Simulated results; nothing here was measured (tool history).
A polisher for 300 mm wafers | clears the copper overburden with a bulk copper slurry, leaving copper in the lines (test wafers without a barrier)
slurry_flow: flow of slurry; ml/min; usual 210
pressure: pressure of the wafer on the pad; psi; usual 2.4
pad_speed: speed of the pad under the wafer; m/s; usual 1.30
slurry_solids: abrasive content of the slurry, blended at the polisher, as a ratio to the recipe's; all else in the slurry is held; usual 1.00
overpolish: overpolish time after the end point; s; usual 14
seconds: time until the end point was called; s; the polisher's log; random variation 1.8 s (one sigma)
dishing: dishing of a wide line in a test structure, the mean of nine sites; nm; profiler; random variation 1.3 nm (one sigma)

run   hour  slurry_flow  pressure  pad_speed  slurry_solids  overpolish  incoming thickness of the incoming film, nm  seconds  dishing
  1    0.0          210       2.4       1.30           1.00          14                                       1467.2    183.3     63.4
  2   24.1          210       2.4       1.54           1.00          14                                       1455.9    155.5     71.4
  3   48.2          210       2.4       1.46           1.00          14                                       1456.6    165.0     68.3
  4   77.9          210       2.4       1.46           1.00          14                                       1472.6    166.4     69.7
  5  110.1          210       2.4       1.30           1.00          14                                       1458.6    182.6     63.7
  6  143.7          210       2.4       1.30           1.00          14                                       1469.1    191.1     65.9
  7  177.0          210       2.4       1.30           1.00          14                                       1470.4    191.1     63.4
     184.8  -- slurry nozzle cleaned
     188.6  -- worn pad replaced by a new one
     190.5  -- slurry blender recalibrated
  8  191.0          210       2.4       1.30           1.00          14                                       1461.4    190.6     59.7
  9  223.1          210       2.4       1.30           1.00          14                                       1450.9    195.8     63.2
     245.1  -- head pressure recalibrated
 10  245.6          210       2.4       1.30           1.00          14                                       1488.5    181.7     66.6
 11  260.9          210       2.4       1.52           1.15          14                                       1467.1    148.1     74.1
 12  280.0          210       2.7       1.30           1.00          14                                       1503.1    168.2     69.4
 13  311.3          250       2.4       1.30           1.15          14                                       1476.5    174.5     68.7
 14  324.2          210       2.8       1.30           0.80           6                                       1464.5    166.3     35.3
     367.9  -- worn pad replaced by a new one
 15  405.5          210       2.4       1.30           1.15          12                                       1483.3    176.3     62.5
 16  423.7          270       2.4       1.18           1.00          19                                       1491.8    198.2     76.8
 17  457.6          210       2.4       1.46           1.00          14                                       1468.0    162.2     73.4
 18  470.8          190       3.2       1.30           0.85          14                                       1451.5    149.2     75.7
     489.7  -- slurry blender recalibrated
 19  494.1          210       2.4       1.30           1.00          14                                       1477.0    184.7     64.9
 20  522.6          210       2.4       1.30           1.00          14                                       1491.0    184.6     64.0
     541.0  -- worn pad replaced by a new one
 21  541.5          280       2.8       0.94           1.00          10                                       1457.4    217.2     44.4
 22  561.6          210       2.4       1.30           1.00          14                                       1461.4    184.0     64.1
 23  579.1          210       2.4       1.30           1.15          21                                       1466.7    176.7     82.1
 24  596.2          210       2.4       1.30           1.15          21                                       1474.4    178.3     85.4
 25  625.9          210       2.4       1.30           1.00          14                                       1492.6    190.3     64.0
 26  657.2          210       2.4       1.30           1.00          14                                       1498.7    188.2     64.1
 27  684.0          210       2.4       1.08           1.30           6                                       1460.6    212.0     28.6
 28  715.4          210       2.4       1.30           1.00          11                                       1498.3    190.2     53.7
 29  730.2          210       2.1       0.86           1.00          11                                       1445.2    310.5     35.1

Measured less the same run without the tool's hidden state. The same run-to-run variation is in both; the gauge's scatter may not be:
The hidden state here: removal rate lost through wear of the pad, %; slurry flow missing at the pad, %; deviation of the head's pressure from its setpoint, %; abrasive missing from the slurry, %.
run  seconds  dishing
  1     +7.4     -2.1
  2     +6.8     -2.5
  3     +7.9     -2.7
  4     +8.9     -3.1
  5    +10.8     -3.3
  6    +12.6     -3.8
  7    +13.9     -4.0
  8    +14.5     -4.0
  9    +16.3     -4.7
 10     +2.5     -0.8
 11     +2.1     -0.8
 12     +2.4     -0.8
 13     +2.5     -0.8
 14     +2.5     -0.5
 15     +3.2     -0.9
 16     +3.9     -1.2
 17     +3.6     -1.3
 18     +3.4     -1.4
 19     +4.6     -1.3
 20     +5.0     -1.5
 21     +6.4     -1.2
 22     +5.8     -1.7
 23     +6.0     -2.1
 24     +6.3     -2.3
 25     +7.5     -2.1
 26     +8.3     -2.4
 27    +10.2     -1.3
 28    +10.1     -2.6
 29    +17.3     -1.9

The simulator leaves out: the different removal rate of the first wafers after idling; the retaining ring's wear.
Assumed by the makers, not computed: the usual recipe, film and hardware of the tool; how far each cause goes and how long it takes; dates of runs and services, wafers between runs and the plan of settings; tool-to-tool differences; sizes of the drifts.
